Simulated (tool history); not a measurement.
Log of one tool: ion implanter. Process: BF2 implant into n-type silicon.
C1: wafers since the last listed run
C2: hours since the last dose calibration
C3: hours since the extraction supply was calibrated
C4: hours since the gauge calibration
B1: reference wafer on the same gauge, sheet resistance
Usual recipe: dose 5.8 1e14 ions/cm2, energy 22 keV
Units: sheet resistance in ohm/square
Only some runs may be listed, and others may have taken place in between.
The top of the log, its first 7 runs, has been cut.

run 8 hour=506.9 | dose=5.8 energy=22 | C1=1324 C2=1251.5 C3=3566.6 C4=1016.8 | B1=209.27 | sheet_resistance=234.5
-- hour=538.1 Faraday cup replaced and dose calibrated
run 9 hour=569.2 | dose=5.8 energy=22 | C1=1174 C2=31.1 C3=3628.9 C4=1079.1 | B1=209.02 | sheet_resistance=235.1
run 10 hour=596.3 | dose=5.8 energy=22 | C1=586 C2=58.2 C3=3656 C4=1106.2 | B1=209.01 | sheet_resistance=233.59
run 11 hour=666.1 | dose=5.8 energy=22 | C1=1510 C2=128 C3=3725.8 C4=1176 | B1=208.86 | sheet_resistance=234.54
run 12 hour=713 | dose=5.8 energy=22 | C1=1014 C2=174.9 C3=3772.7 C4=1222.9 | B1=208.55 | sheet_resistance=235.05
run 13 hour=779.5 | dose=4.61 energy=22 | C1=1438 C2=241.4 C3=3839.2 C4=1289.4 | B1=209.09 | sheet_resistance=270.05
run 14 hour=804.1 | dose=4.61 energy=22 | C1=532 C2=266 C3=3863.8 C4=1314 | B1=208.96 | sheet_resistance=270.14
run 15 hour=862.8 | dose=4.61 energy=22 | C1=1269 C2=324.7 C3=3922.5 C4=1372.7 | B1=208.75 | sheet_resistance=271.47
-- hour=898.9 gauge calibrated
-- hour=906.7 extraction supply calibrated
run 16 hour=917.1 | dose=5 energy=26.5 | C1=1001 C2=379 C3=10.4 C4=18.2 | B1=209.39 | sheet_resistance=244.61
run 17 hour=973.1 | dose=5.1 energy=16.5 | C1=1211 C2=435 C3=66.4 C4=74.2 | B1=208.94 | sheet_resistance=270.6
run 18 hour=1005.2 | dose=5.8 energy=22 | C1=694 C2=467.1 C3=98.5 C4=106.3 | B1=209.03 | sheet_resistance=234.17
run 19 hour=1057.3 | dose=5.8 energy=22 | C1=1127 C2=519.2 C3=150.6 C4=158.4 | B1=209.13 | sheet_resistance=234.08
run 20 hour=1115 | dose=5.8 energy=22 | C1=1248 C2=576.9 C3=208.3 C4=216.1 | B1=208.98 | sheet_resistance=234.28
run 21 hour=1169.5 | dose=5.12 energy=24 | C1=1179 C2=631.4 C3=262.8 C4=270.6 | B1=209 | sheet_resistance=246.13

Run 22, settings as shown, results not yet in. Your forecast:
run 22 hour=1220.7 | dose=4.3 energy=26 | C1=1107 C2=682.6 C3=314 C4=321.8 | B1=? | sheet_resistance=?

Run 22 produced B1 209.21, sheet resistance 276.66 ohm/square.
With no hidden state in the tool, this same run would have given sheet resistance 276.66 ohm/square.
